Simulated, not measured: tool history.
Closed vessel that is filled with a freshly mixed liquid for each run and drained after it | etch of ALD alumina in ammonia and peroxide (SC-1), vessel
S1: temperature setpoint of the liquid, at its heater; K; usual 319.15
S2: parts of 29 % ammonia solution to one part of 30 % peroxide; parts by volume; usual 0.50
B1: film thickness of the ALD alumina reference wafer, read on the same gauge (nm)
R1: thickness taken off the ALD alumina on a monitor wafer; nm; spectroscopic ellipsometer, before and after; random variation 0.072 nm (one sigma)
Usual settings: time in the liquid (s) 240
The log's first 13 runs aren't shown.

run 14 day=41.662 | S1=319.15 S2=0.50 time_in_the_liquid_(s)=110 | B1=50.01 | R1=4.16
run 15 day=43.333 | S1=319.15 S2=0.50 time_in_the_liquid_(s)=240 | B1=50.00 | R1=9.26
run 16 day=45.288 | S1=319.15 S2=0.65 time_in_the_liquid_(s)=135 | B1=50.04 | R1=5.31
run 17 day=49.729 | S1=323.15 S2=0.70 time_in_the_liquid_(s)=360 | B1=50.06 | R1=18.09
-- day=50.879 new drum of ammonia solution connected
run 18 day=54.829 | S1=323.15 S2=0.50 time_in_the_liquid_(s)=240 | B1=49.98 | R1=11.36
-- day=57.712 ammonia flow meter replaced
run 19 day=57.729 | S1=319.15 S2=0.70 time_in_the_liquid_(s)=125 | B1=49.99 | R1=4.94
run 20 day=61.546 | S1=312.65 S2=0.70 time_in_the_liquid_(s)=240 | B1=50.00 | R1=6.55
run 21 day=74.846 | S1=319.15 S2=0.70 time_in_the_liquid_(s)=315 | B1=50.02 | R1=12.43
run 22 day=78.658 | S1=316.15 S2=0.35 time_in_the_liquid_(s)=240 | B1=49.98 | R1=7.51
run 23 day=80.767 | S1=319.15 S2=0.65 time_in_the_liquid_(s)=135 | B1=49.96 | R1=5.32

The next listed run, before its measurement:
run 24 day=84.462 | S1=319.15 S2=0.30 time_in_the_liquid_(s)=360 | B1=? | R1=?

B1: 49.99
R1: 13.06 nm
Without the tool's hidden state the same run would have given R1 13.06 nm.
